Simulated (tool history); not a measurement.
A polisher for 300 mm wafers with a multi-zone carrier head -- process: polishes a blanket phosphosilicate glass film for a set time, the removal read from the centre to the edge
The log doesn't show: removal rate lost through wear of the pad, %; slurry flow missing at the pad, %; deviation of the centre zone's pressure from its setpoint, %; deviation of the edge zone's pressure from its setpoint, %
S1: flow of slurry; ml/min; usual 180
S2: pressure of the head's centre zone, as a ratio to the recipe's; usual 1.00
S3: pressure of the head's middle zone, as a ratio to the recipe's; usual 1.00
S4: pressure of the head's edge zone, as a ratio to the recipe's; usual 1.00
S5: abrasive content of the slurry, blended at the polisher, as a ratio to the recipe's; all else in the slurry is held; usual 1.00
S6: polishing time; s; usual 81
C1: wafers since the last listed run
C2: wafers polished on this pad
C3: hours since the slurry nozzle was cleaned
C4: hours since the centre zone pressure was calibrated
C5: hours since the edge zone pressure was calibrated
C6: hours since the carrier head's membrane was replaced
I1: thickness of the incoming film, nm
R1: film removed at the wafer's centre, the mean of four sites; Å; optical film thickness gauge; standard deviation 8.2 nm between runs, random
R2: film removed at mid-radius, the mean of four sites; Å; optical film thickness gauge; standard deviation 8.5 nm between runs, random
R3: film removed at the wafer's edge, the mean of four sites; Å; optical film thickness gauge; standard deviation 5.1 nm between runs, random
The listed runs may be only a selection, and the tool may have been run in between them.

run 1 hour=0.0 | S1=180 S2=1.00 S3=0.91 S4=1.00 S5=1.00 S6=65 | C1=0 C2=331 C3=384.0 C4=555.4 C5=1288.6 C6=861.7 | I1=3517.2 | R1=3724 R2=3878 R3=4049
run 2 hour=8.5 | S1=180 S2=1.00 S3=1.00 S4=1.00 S5=1.00 S6=81 | C1=64 C2=395 C3=392.5 C4=563.9 C5=1297.1 C6=870.2 | I1=3548.4 | R1=4542 R2=5146 R3=5017
run 3 hour=16.4 | S1=145 S2=0.90 S3=1.00 S4=0.96 S5=1.00 S6=81 | C1=59 C2=455 C3=400.4 C4=571.8 C5=1305.0 C6=878.1 | I1=3573.0 | R1=3885 R2=4897 R3=4749
-- hour=25.0 edge zone pressure recalibrated
run 4 hour=45.2 | S1=180 S2=1.00 S3=1.00 S4=1.00 S5=1.00 S6=72 | C1=202 C2=658 C3=429.2 C4=600.6 C5=20.2 C6=906.9 | I1=3579.6 | R1=3858 R2=4442 R3=4287
run 5 hour=51.3 | S1=180 S2=1.09 S3=1.08 S4=1.10 S5=1.00 S6=81 | C1=46 C2=704 C3=435.3 C4=606.7 C5=26.3 C6=913.0 | I1=3559.1 | R1=4690 R2=5198 R3=5118
-- hour=63.3 centre zone pressure recalibrated
run 6 hour=64.9 | S1=180 S2=1.00 S3=1.00 S4=0.96 S5=1.00 S6=93 | C1=87 C2=791 C3=448.9 C4=1.6 C5=39.9 C6=926.6 | I1=3529.0 | R1=5453 R2=5616 R3=5501
-- hour=77.8 worn pad replaced by a new one
run 7 hour=79.9 | S1=180 S2=1.07 S3=1.00 S4=1.00 S5=1.00 S6=81 | C1=83 C2=15 C3=463.9 C4=16.6 C5=54.9 C6=941.6 | I1=3604.9 | R1=5964 R2=5616 R3=5662
-- hour=91.2 slurry nozzle cleaned
run 8 hour=93.9 | S1=130 S2=1.00 S3=0.91 S4=1.00 S5=1.00 S6=81 | C1=98 C2=114 C3=2.7 C4=30.6 C5=68.9 C6=955.6 | I1=3581.0 | R1=4977 R2=4757 R3=5053
-- hour=109.1 carrier head's membrane replaced by a new one
run 9 hour=109.8 | S1=180 S2=1.00 S3=1.00 S4=1.00 S5=1.00 S6=90 | C1=82 C2=196 C3=18.6 C4=46.5 C5=84.8 C6=0.7 | I1=3545.3 | R1=5674 R2=5792 R3=5719
run 10 hour=124.8 | S1=180 S2=1.00 S3=1.00 S4=1.00 S5=1.00 S6=81 | C1=113 C2=310 C3=33.6 C4=61.5 C5=99.8 C6=15.7 | I1=3597.8 | R1=5016 R2=5078 R3=5053
run 11 hour=140.5 | S1=235 S2=1.00 S3=1.00 S4=1.00 S5=1.00 S6=81 | C1=118 C2=428 C3=49.3 C4=77.2 C5=115.5 C6=31.4 | I1=3548.4 | R1=5108 R2=5163 R3=5031
run 12 hour=148.4 | S1=180 S2=1.00 S3=1.00 S4=1.00 S5=1.00 S6=81 | C1=59 C2=488 C3=57.2 C4=85.1 C5=123.4 C6=39.3 | I1=3620.2 | R1=4931 R2=4982 R3=4894
run 13 hour=158.4 | S1=120 S2=1.00 S3=1.00 S4=0.91 S5=1.00 S6=81 | C1=75 C2=564 C3=67.2 C4=95.1 C5=133.4 C6=49.3 | I1=3597.0 | R1=4365 R2=4459 R3=4325
run 14 hour=170.2 | S1=245 S2=1.09 S3=1.00 S4=0.91 S5=1.15 S6=81 | C1=89 C2=653 C3=79.0 C4=106.9 C5=145.2 C6=61.1 | I1=3559.5 | R1=5989 R2=5512 R3=5292
run 15 hour=184.9 | S1=180 S2=1.00 S3=1.00 S4=0.97 S5=1.00 S6=81 | C1=111 C2=764 C3=93.7 C4=121.6 C5=159.9 C6=75.8 | I1=3614.2 | R1=4726 R2=4817 R3=4774
run 16 hour=195.4 | S1=180 S2=1.00 S3=1.00 S4=1.00 S5=1.00 S6=81 | C1=79 C2=844 C3=104.2 C4=132.1 C5=170.4 C6=86.3 | I1=3525.3 | R1=4744 R2=4832 R3=4827
-- hour=203.4 worn pad replaced by a new one
run 17 hour=203.9 | S1=180 S2=1.00 S3=1.04 S4=1.00 S5=1.00 S6=97 | C1=34 C2=4 C3=112.7 C4=140.6 C5=178.9 C6=94.8 | I1=3559.8 | R1=6501 R2=6996 R3=6646
run 18 hour=217.3 | S1=115 S2=0.92 S3=1.03 S4=1.00 S5=0.75 S6=81 | C1=101 C2=105 C3=126.1 C4=154.0 C5=192.3 C6=108.2 | I1=3597.4 | R1=3295 R2=3836 R3=3724
run 19 hour=230.2 | S1=180 S2=1.00 S3=1.04 S4=1.00 S5=0.90 S6=81 | C1=97 C2=203 C3=139.0 C4=166.9 C5=205.2 C6=121.1 | I1=3537.0 | R1=4561 R2=4933 R3=4710
run 20 hour=243.2 | S1=230 S2=1.11 S3=0.95 S4=1.00 S5=1.00 S6=81 | C1=98 C2=301 C3=152.0 C4=179.9 C5=218.2 C6=134.1 | I1=3576.4 | R1=5603 R2=5055 R3=5195
run 21 hour=257.1 | S1=180 S2=1.09 S3=1.00 S4=1.00 S5=1.00 S6=70 | C1=105 C2=406 C3=165.9 C4=193.8 C5=232.1 C6=148.0 | I1=3553.1 | R1=4546 R2=4284 R3=4171
run 22 hour=270.9 | S1=180 S2=1.00 S3=1.06 S4=1.00 S5=1.00 S6=71 | C1=104 C2=510 C3=179.7 C4=207.6 C5=245.9 C6=161.8 | I1=3565.0 | R1=4107 R2=4461 R3=4263

Consider 4 possible next runs. They are alternatives, not a sequence: every one starts from the tool as it was left by run 22. What does each give?
run A hour=271.3 | S1=160 S2=1.00 S3=1.00 S4=1.00 S5=1.00 S6=81 | C1=3 C2=513 C3=180.1 C4=208.0 C5=246.3 C6=162.2 | I1=3578.1 | R1=? R2=? R3=?
run B hour=271.3 | S1=130 S2=1.00 S3=0.97 S4=0.95 S5=1.00 S6=81 | C1=3 C2=513 C3=180.1 C4=208.0 C5=246.3 C6=162.2 | I1=3578.1 | R1=? R2=? R3=?
run C hour=271.3 | S1=160 S2=1.00 S3=1.08 S4=1.00 S5=1.00 S6=81 | C1=3 C2=513 C3=180.1 C4=208.0 C5=246.3 C6=162.2 | I1=3578.1 | R1=? R2=? R3=?
run D hour=271.3 | S1=220 S2=1.00 S3=1.09 S4=1.00 S5=1.00 S6=59 | C1=3 C2=513 C3=180.1 C4=208.0 C5=246.3 C6=162.2 | I1=3578.1 | R1=? R2=? R3=?

run=A R1=4636 R2=4817 R3=4731
run=B R1=4391 R2=4513 R3=4463
run=C R1=4638 R2=5037 R3=4728
run=D R1=3589 R2=3895 R3=3584
Stripped of hidden state, with their random variation kept, the same runs would have yielded:
run=A R1=5395 R2=5641 R3=5541
run=B R1=5110 R2=5285 R3=5226
run=C R1=5397 R2=5899 R3=5537
run=D R1=4176 R2=4561 R3=4197
